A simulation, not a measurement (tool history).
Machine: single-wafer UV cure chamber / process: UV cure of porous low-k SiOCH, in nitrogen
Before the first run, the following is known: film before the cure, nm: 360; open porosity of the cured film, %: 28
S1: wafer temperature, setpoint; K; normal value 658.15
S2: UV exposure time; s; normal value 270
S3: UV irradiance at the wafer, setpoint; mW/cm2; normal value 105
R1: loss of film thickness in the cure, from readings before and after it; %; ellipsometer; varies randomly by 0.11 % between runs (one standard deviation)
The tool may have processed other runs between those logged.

run     day      S1   S2   S3      R1
  1   0.000  658.15  270  105  11.036
  2   0.383  668.15  270  105  11.143
  3   0.775  668.15  270  105  11.122
  4   1.312  658.15  270  133  12.113
  5   1.821  658.15  270  133  12.097
  6   2.479  663.15  270  105  11.104
  7   2.762  663.15  270  105  10.977
  8   3.754  658.15  320   77  10.298
  9   4.471  658.15  320   77  10.315
 10   4.917  658.15  320   77  10.282
 11   5.550  658.15  270  105  10.992
 12   6.233  658.15  270  105  11.016
 13   6.904  663.15  270  126  11.899
 14   7.633  665.15  270  105  10.959
 15   7.975  665.15  270  105  11.110
      9.283  -- quartz window cleaned
 16   9.304  658.15  230  105  11.191
 17   9.475  658.15  230  105  11.087
 18  10.017  666.15  270  136  13.145
 19  10.579  675.15  270   71  10.207
 20  11.108  676.15  225  145  12.552
 21  11.829  658.15  355  105  12.876
 22  13.754  658.15  215  105  10.374
 23  14.021  677.15  270  140  13.177
     14.562  -- UV bulbs replaced
 24  14.725  658.15  270  105  13.389
 25  15.271  658.15  270  105  13.130
 26  15.975  658.15  270  105  13.145
 27  16.500  640.15  340  105  13.799
 28  17.208  658.15  270   76  11.564
 29  17.533  658.15  270  132  14.156
 30  18.175  658.15  210  131  12.858
 31  18.654  641.15  270  105  12.770
 32  18.925  672.15  355   74  12.979
 33  19.308  658.15  230  105  12.165
 34  19.867  648.15  270  105  12.804
 35  20.454  665.15  270   78  11.602

Alternative continuations, all from the tool just after run 35; predict every row:
  A  20.475  658.15  270  105   ?
  B  20.475  667.15  205   84   ?
  C  20.475  658.15  115   68   ?
  D  20.475  658.15  270   65   ?
  E  20.475  666.15  420  105   ?

run      R1
  A  12.862
  B  10.614
  C   6.841
  D  10.535
  E  15.261
Take away the tool's hidden state, keep each run's random variation, and the runs would have read:
run      R1
  A  14.103
  B  11.804
  C   7.930
  D  11.723
  E  16.548
